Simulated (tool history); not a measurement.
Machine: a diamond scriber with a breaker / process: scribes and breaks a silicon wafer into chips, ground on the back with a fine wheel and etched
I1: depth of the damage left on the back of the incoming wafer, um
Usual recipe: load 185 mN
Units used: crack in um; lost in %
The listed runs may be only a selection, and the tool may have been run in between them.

{"run": 1, "day": 0.0, "load": 198, "I1": 0.42, "crack": 9.08, "lost": 1.1}
{"run": 2, "day": 3.917, "load": 151, "I1": 0.62, "crack": 7.72, "lost": 2.47}
{"run": 3, "day": 8.408, "load": 151, "I1": 0.78, "crack": 7.91, "lost": 2.69}
{"run": 4, "day": 12.379, "load": 151, "I1": 0.35, "crack": 7.74, "lost": 2.44}
{"day": 12.538, "done": "load on the tip recalibrated"}
{"run": 5, "day": 13.879, "load": 202, "I1": 0.63, "crack": 8.89, "lost": 1.18}
{"run": 6, "day": 15.854, "load": 153, "I1": 0.61, "crack": 7.71, "lost": 2.49}
{"day": 17.525, "done": "diamond tip replaced by a new one"}
{"run": 7, "day": 18.346, "load": 171, "I1": 0.68, "crack": 8.32, "lost": 1.09}
{"run": 8, "day": 22.575, "load": 216, "I1": 0.56, "crack": 9.36, "lost": 1.82}
{"run": 9, "day": 25.204, "load": 216, "I1": 0.49, "crack": 9.52, "lost": 1.9}
{"run": 10, "day": 27.688, "load": 185, "I1": 0.35, "crack": 8.7, "lost": 0.84}
{"run": 11, "day": 30.892, "load": 185, "I1": 0.39, "crack": 8.6, "lost": 0.85}
{"run": 12, "day": 33.525, "load": 185, "I1": 0.58, "crack": 8.59, "lost": 0.84}
{"run": 13, "day": 35.5, "load": 185, "I1": 0.53, "crack": 8.48, "lost": 0.86}
{"run": 14, "day": 38.312, "load": 185, "I1": 0.65, "crack": 8.65, "lost": 0.9}
{"run": 15, "day": 40.008, "load": 143, "I1": 0.42, "crack": 7.2, "lost": 3.32}
{"day": 44.821, "done": "diamond tip replaced by a new one"}
{"run": 16, "day": 46.667, "load": 172, "I1": 0.42, "crack": 8.39, "lost": 1.1}
{"run": 17, "day": 50.496, "load": 172, "I1": 0.66, "crack": 8.34, "lost": 1.13}
{"run": 18, "day": 54.921, "load": 172, "I1": 0.32, "crack": 8.23, "lost": 1.06}
{"run": 19, "day": 58.25, "load": 185, "I1": 0.69, "crack": 8.81, "lost": 0.91}
{"day": 58.933, "done": "load on the tip recalibrated"}
{"run": 20, "day": 60.329, "load": 185, "I1": 0.66, "crack": 8.68, "lost": 0.87}
{"run": 21, "day": 63.429, "load": 140, "I1": 0.65, "crack": 7.3, "lost": 3.81}
{"run": 22, "day": 65.379, "load": 185, "I1": 0.58, "crack": 9.05, "lost": 0.83}
{"day": 71.538, "done": "diamond tip replaced by a new one"}
{"run": 23, "day": 74.65, "load": 228, "I1": 0.36, "crack": 9.94, "lost": 2.67}
{"run": 24, "day": 76.808, "load": 185, "I1": 0.51, "crack": 8.72, "lost": 0.9}
{"run": 25, "day": 80.196, "load": 141, "I1": 0.51, "crack": 7.44, "lost": 3.8}
{"run": 26, "day": 84.171, "load": 185, "I1": 0.39, "crack": 8.96, "lost": 0.8}
{"run": 27, "day": 86.717, "load": 210, "I1": 0.68, "crack": 9.43, "lost": 1.51}
{"run": 28, "day": 89.708, "load": 162, "I1": 0.73, "crack": 7.98, "lost": 1.72}
{"run": 29, "day": 93.642, "load": 207, "I1": 0.38, "crack": 9.47, "lost": 1.34}
{"run": 30, "day": 95.304, "load": 185, "I1": 0.71, "crack": 8.67, "lost": 0.9}
{"day": 97.392, "done": "diamond tip replaced by a new one"}
{"run": 31, "day": 99.15, "load": 185, "I1": 0.76, "crack": 8.63, "lost": 0.9}
{"run": 32, "day": 101.404, "load": 220, "I1": 0.68, "crack": 9.71, "lost": 2.02}
{"day": 103.138, "done": "load on the tip recalibrated"}
{"run": 33, "day": 104.746, "load": 224, "I1": 0.35, "crack": 10, "lost": 2.35}
{"run": 34, "day": 108.762, "load": 185, "I1": 0.6, "crack": 8.92, "lost": 0.87}
{"run": 35, "day": 110.904, "load": 231, "I1": 0.54, "crack": 9.56, "lost": 3.07}
{"run": 36, "day": 113.596, "load": 218, "I1": 0.4, "crack": 9.61, "lost": 1.86}
{"run": 37, "day": 115.304, "load": 166, "I1": 0.69, "crack": 8.19, "lost": 1.36}
{"run": 38, "day": 117.417, "load": 164, "I1": 0.64, "crack": 8.04, "lost": 1.49}
{"run": 39, "day": 121.304, "load": 142, "I1": 0.63, "crack": 7.57, "lost": 3.66}

Branching from run 39: 4 alternative next runs. What would each branch give?
{"run": "A", "day": 121.329, "load": 185, "I1": 0.46, "crack": "?", "lost": "?"}
{"run": "B", "day": 121.329, "load": 211, "I1": 0.46, "crack": "?", "lost": "?"}
{"run": "C", "day": 121.329, "load": 132, "I1": 0.46, "crack": "?", "lost": "?"}
{"run": "D", "day": 121.329, "load": 160, "I1": 0.46, "crack": "?", "lost": "?"}

run=A crack=8.78 lost=0.89
run=B crack=9.51 lost=1.62
run=C crack=7.19 lost=5.44
run=D crack=8.05 lost=1.77
Stripped of hidden state, with their random variation kept, the same runs would have yielded:
run=A crack=8.78 lost=0.89
run=B crack=9.51 lost=1.62
run=C crack=7.19 lost=5.44
run=D crack=8.05 lost=1.77

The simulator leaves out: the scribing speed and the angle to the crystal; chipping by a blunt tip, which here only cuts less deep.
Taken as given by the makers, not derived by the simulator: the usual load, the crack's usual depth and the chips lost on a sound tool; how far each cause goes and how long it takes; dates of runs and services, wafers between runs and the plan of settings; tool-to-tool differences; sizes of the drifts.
